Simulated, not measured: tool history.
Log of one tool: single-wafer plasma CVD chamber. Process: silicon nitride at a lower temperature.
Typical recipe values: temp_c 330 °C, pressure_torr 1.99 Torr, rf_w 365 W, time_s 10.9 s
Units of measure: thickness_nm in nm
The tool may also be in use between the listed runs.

run    hour  temp_c  pressure_torr  rf_w  time_s  wafers since the last listed run  hours since the last thermocouple change  hours since the last RF generator calibration  hours since the last manometer calibration  hours since the showerhead was replaced  hours since the gauge calibration  read-back reference wafer on the same gauge, thickness_nm  thickness_nm
  1     0.0     330           1.99   365    10.9                                 0                                     970.9                                          964.7                                       341.4                                   5898.9                             1840.2                                                     13.195        14.442
  2    91.2     330           1.99   365    10.9                              2556                                    1062.1                                         1055.9                                       432.6                                   5990.1                             1931.4                                                     13.205        14.476
  3   131.1     330           1.99   365    10.9                              1118                                    1102.0                                         1095.8                                       472.5                                   6030.0                             1971.3                                                     13.199        14.404
      204.9  -- thermocouple changed; heater temperature recalibrated
  4   217.5     330           1.99   365    10.9                              2197                                      12.6                                         1182.2                                       558.9                                   6116.4                             2057.7                                                     13.205        14.393
  5   322.1     330           1.99   365    10.9                              2932                                     117.2                                         1286.8                                       663.5                                   6221.0                             2162.3                                                     13.198        14.335
      420.9  -- showerhead replaced
  6   427.9     330           1.99   365    10.9                              2741                                     223.0                                         1392.6                                       769.3                                      7.0                             2268.1                                                     13.192        14.386
  7   468.5     330           1.99   365    10.9                              1138                                     263.6                                         1433.2                                       809.9                                     47.6                             2308.7                                                     13.206        14.312
  8   540.6     330           1.99   365    10.9                              2021                                     335.7                                         1505.3                                       882.0                                    119.7                             2380.8                                                     13.208        14.226
  9   621.1     330           1.99   365    10.9                              2256                                     416.2                                         1585.8                                       962.5                                    200.2                             2461.3                                                     13.204        14.234
      624.9  -- gauge calibrated
 10   723.4     330           1.99   365    10.9                              2867                                     518.5                                         1688.1                                      1064.8                                    302.5                               98.5                                                     13.196        14.201
 11   788.8     330           1.99   385    10.9                              1833                                     583.9                                         1753.5                                      1130.2                                    367.9                              163.9                                                     13.190        14.582
 12   885.0     316           1.78   310    10.9                              2696                                     680.1                                         1849.7                                      1226.4                                    464.1                              260.1                                                     13.211        12.675
 13   961.7     330           1.51   365    10.9                              2150                                     756.8                                         1926.4                                      1303.1                                    540.8                              336.8                                                     13.186        12.927
 14  1030.1     330           1.99   365    10.9                              1917                                     825.2                                         1994.8                                      1371.5                                    609.2                              405.2                                                     13.195        14.015
 15  1072.8     330           2.41   305     8.9                              1196                                     867.9                                         2037.5                                      1414.2                                    651.9                              447.9                                                     13.201        10.960
     1144.6  -- capacitance manometer re-zeroed and calibrated
 16  1154.4     330           1.99   365    10.9                              2063                                     949.5                                         2119.1                                         9.8                                    733.5                              529.5                                                     13.193        14.330
 17  1206.3     321           1.66   435     9.0                              1454                                    1001.4                                         2171.0                                        61.7                                    785.4                              581.4                                                     13.197        12.260
 18  1249.1     330           2.43   365    10.9                              1199                                    1044.2                                         2213.8                                       104.5                                    828.2                              624.2                                                     13.199        14.915
 19  1300.3     318           2.15   330    10.3                              1435                                    1095.4                                         2265.0                                       155.7                                    879.4                              675.4                                                     13.205        13.149
     1352.0  -- thermocouple changed; heater temperature recalibrated
     1352.8  -- RF generator calibrated
 20  1379.6     330           2.20   365    10.9                              1975                                      27.6                                           26.8                                       235.0                                    958.7                              754.7                                                     13.200        14.880
 21  1481.8     330           1.99   365    10.9                              2864                                     129.8                                          129.0                                       337.2                                   1060.9                              856.9                                                     13.211        14.566
 22  1573.9     316           2.25   365    10.9                              2581                                     221.9                                          221.1                                       429.3                                   1153.0                              949.0                                                     13.201        15.036
 23  1675.4     330           2.11   400    10.2                              2845                                     323.4                                          322.6                                       530.8                                   1254.5                             1050.5                                                     13.190        14.458
 24  1715.1     330           1.99   365    10.9                              1112                                     363.1                                          362.3                                       570.5                                   1294.2                             1090.2                                                     13.199        14.553
 25  1780.0     330           1.78   365    10.9                              1819                                     428.0                                          427.2                                       635.4                                   1359.1                             1155.1                                                     13.207        13.830
 26  1825.0     316           1.55   405    10.9                              1261                                     473.0                                          472.2                                       680.4                                   1404.1                             1200.1                                                     13.208        14.246
 27  1880.4     330           1.99   365    10.9                              1552                                     528.4                                          527.6                                       735.8                                   1459.5                             1255.5                                                     13.196        14.399

Forecast each of these 5 alternatives for the next run:
  A  1880.8     330           1.99   365    10.9                                11                                     528.8                                          528.0                                       736.2                                   1459.9                             1255.9                                                          ?             ?
  B  1880.8     330           1.65   365    12.2                                11                                     528.8                                          528.0                                       736.2                                   1459.9                             1255.9                                                          ?             ?
  C  1880.8     330           1.99   310    10.0                                11                                     528.8                                          528.0                                       736.2                                   1459.9                             1255.9                                                          ?             ?
  D  1880.8     337           1.99   365     8.7                                11                                     528.8                                          528.0                                       736.2                                   1459.9                             1255.9                                                          ?             ?
  E  1880.8     317           1.99   395    10.9                                11                                     528.8                                          528.0                                       736.2                                   1459.9                             1255.9                                                          ?             ?

run  read-back reference wafer on the same gauge, thickness_nm  thickness_nm
  A                                                     13.191        14.363
  B                                                     13.191        15.239
  C                                                     13.191        12.205
  D                                                     13.191        11.438
  E                                                     13.191        14.991
Had the tool no hidden state, the same runs would have come out as:
run  thickness_nm
  A        14.595
  B        15.494
  C        12.403
  D        11.622
  E        15.232
